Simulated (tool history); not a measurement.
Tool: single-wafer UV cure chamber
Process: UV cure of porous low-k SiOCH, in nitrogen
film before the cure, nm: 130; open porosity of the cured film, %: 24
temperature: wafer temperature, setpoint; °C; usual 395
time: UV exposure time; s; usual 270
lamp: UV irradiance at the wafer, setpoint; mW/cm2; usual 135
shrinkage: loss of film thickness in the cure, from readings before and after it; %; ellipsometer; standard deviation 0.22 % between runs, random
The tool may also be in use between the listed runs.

| run | hour | temperature | time | lamp | shrinkage |
|---|---|---|---|---|---|
| 1 | 0.0 | 395 | 185 | 135 | 12.775 |
|  | 13.7 | UV bulbs replaced |
| 2 | 46.6 | 395 | 185 | 135 | 15.009 |
| 3 | 99.3 | 395 | 185 | 135 | 14.866 |
| 4 | 166.7 | 395 | 270 | 135 | 16.450 |
| 5 | 425.5 | 395 | 230 | 135 | 16.342 |
| 6 | 510.9 | 395 | 230 | 135 | 16.243 |
|  | 621.0 | quartz window cleaned |
| 7 | 621.5 | 395 | 230 | 135 | 16.206 |
| 8 | 688.1 | 395 | 270 | 163 | 17.996 |
| 9 | 756.6 | 411 | 270 | 135 | 16.955 |
| 10 | 862.1 | 401 | 270 | 135 | 16.251 |
| 11 | 914.8 | 395 | 370 | 135 | 18.068 |
| 12 | 980.0 | 395 | 270 | 114 | 15.708 |
| 13 | 1087.5 | 395 | 270 | 114 | 15.474 |
| 14 | 1189.4 | 395 | 270 | 114 | 15.356 |
|  | 1226.4 | quartz window cleaned |
| 15 | 1286.1 | 402 | 270 | 124 | 15.348 |
| 16 | 1355.4 | 395 | 270 | 167 | 16.587 |
|  | 1397.6 | UV bulbs replaced |
| 17 | 1446.8 | 395 | 270 | 167 | 18.519 |
| 18 | 1534.0 | 395 | 270 | 167 | 18.444 |
| 19 | 1607.8 | 395 | 270 | 135 | 16.837 |
| 20 | 1694.6 | 395 | 270 | 135 | 17.026 |
| 21 | 1793.3 | 395 | 180 | 135 | 14.849 |
| 22 | 1848.5 | 395 | 270 | 167 | 17.924 |
|  | 1897.2 | quartz window cleaned |
| 23 | 2044.1 | 395 | 270 | 167 | 18.074 |
| 24 | 2147.4 | 389 | 270 | 125 | 16.152 |
| 25 | 2200.3 | 395 | 175 | 161 | 15.163 |
| 26 | 2274.4 | 395 | 340 | 135 | 17.478 |
| 27 | 2363.1 | 395 | 320 | 107 | 16.114 |
| 28 | 2430.4 | 395 | 270 | 135 | 16.681 |
| 29 | 2519.4 | 395 | 270 | 135 | 16.513 |
| 30 | 2557.0 | 395 | 270 | 168 | 17.533 |
| 31 | 2598.9 | 385 | 405 | 150 | 18.669 |
|  | 2682.2 | quartz window cleaned |
| 32 | 2692.6 | 395 | 270 | 135 | 16.180 |
| 33 | 2768.2 | 384 | 425 | 135 | 18.310 |
| 34 | 2865.4 | 395 | 270 | 135 | 15.397 |
| 35 | 2932.9 | 385 | 175 | 166 | 13.869 |
| 36 | 2988.0 | 401 | 215 | 162 | 14.792 |
|  | 3046.6 | UV bulbs replaced |
| 37 | 3047.1 | 375 | 395 | 112 | 17.706 |
| 38 | 3142.6 | 414 | 160 | 167 | 15.315 |
| 39 | 3241.6 | 382 | 420 | 145 | 19.210 |
|  | 3369.2 | quartz window cleaned |
| 40 | 3381.9 | 395 | 115 | 97 | 10.749 |
| 41 | 3432.5 | 408 | 325 | 135 | 18.221 |

Hidden state or all else? Some run-to-run changes of shrinkage, split into what the settings, what came in and random variation would give without the hidden state, and what is left for the hidden state (with any gauge scatter that isn't in both results):
The hidden state here: lamp output below its setpoint, %; transmission lost against a clean window, %.
Run 1 -> 2: UV bulbs replaced. shrinkage +2.234 %: hidden state +1.741, all else +0.493.
Run 16 -> 17: UV bulbs replaced. shrinkage +1.932 %: hidden state +1.375, all else +0.557.
Run 36 -> 37: temperature 401 -> 375, time 215 -> 395, lamp 162 -> 112, UV bulbs replaced. shrinkage +2.914 %: hidden state +1.620, all else +1.294.
Run 38 -> 39: temperature 414 -> 382, time 160 -> 420, lamp 167 -> 145. shrinkage +3.895 %: hidden state -0.026, all else +3.921.
Run 39 -> 40: temperature 382 -> 395, time 420 -> 115, lamp 145 -> 97, quartz window cleaned. shrinkage -8.461 %: hidden state -0.017, all else -8.444.
Run 40 -> 41: temperature 395 -> 408, time 115 -> 325, lamp 97 -> 135. shrinkage +7.472 %: hidden state -0.061, all else +7.533.

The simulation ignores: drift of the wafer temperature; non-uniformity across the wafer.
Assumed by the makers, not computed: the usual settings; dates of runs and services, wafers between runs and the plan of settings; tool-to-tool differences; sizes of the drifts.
